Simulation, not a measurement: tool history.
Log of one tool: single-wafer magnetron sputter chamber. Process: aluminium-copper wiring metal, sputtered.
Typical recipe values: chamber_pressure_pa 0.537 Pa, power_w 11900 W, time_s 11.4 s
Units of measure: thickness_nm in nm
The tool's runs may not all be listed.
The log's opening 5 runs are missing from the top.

run   hour  chamber_pressure_pa  power_w  time_s  read-back reference wafer on the same gauge, thickness_nm  thickness_nm
  6   60.1                0.537    11900    11.4                                                    284.904       234.816
      78.6  -- capacitance manometer re-zeroed and calibrated
      83.2  -- sputter target and shields replaced
  7   83.7                0.476    11900    11.4                                                    284.840       249.699
  8   91.8                0.537    14000    11.4                                                    285.319       280.527
  9   99.3                0.582    11900    11.4                                                    284.767       232.483
 10  108.7                0.582    11900    11.4                                                    284.719       235.308
 11  118.7                0.537    11900    11.4                                                    285.174       240.867
 12  136.2                0.537    11900    11.4                                                    285.506       239.780
 13  152.2                0.537    11900    11.4                                                    284.942       239.951
 14  160.7                0.537    11900    11.4                                                    284.994       240.551
     165.5  -- gauge calibrated
 15  173.0                0.537    11900    10.2                                                    284.622       214.771
 16  183.8                0.537    11900    11.4                                                    284.971       238.179
 17  189.8                0.537    11900    11.4                                                    285.177       236.891
 18  200.3                0.378    11900    11.4                                                    284.915       261.669
 19  207.0                0.537    11900    11.4                                                    285.040       235.749
 20  213.5                0.400    10650    13.1                                                    284.921       267.381
     225.1  -- sputter target and shields replaced
     250.8  -- magnet pack replaced, of another model than before
 21  252.8                0.476    11900    11.4                                                    285.015       251.501

Run 22, settings as shown, results not yet in. Your forecast:
 22  268.0                0.397    11900    13.1                                                          ?             ?

{"run 22": {"read-back reference wafer on the same gauge, thickness_nm": 285.39, "thickness_nm": 305.865}}
Were there no unlogged condition in the tool, this run, its random variation unchanged, would have produced thickness_nm 307.851 nm.

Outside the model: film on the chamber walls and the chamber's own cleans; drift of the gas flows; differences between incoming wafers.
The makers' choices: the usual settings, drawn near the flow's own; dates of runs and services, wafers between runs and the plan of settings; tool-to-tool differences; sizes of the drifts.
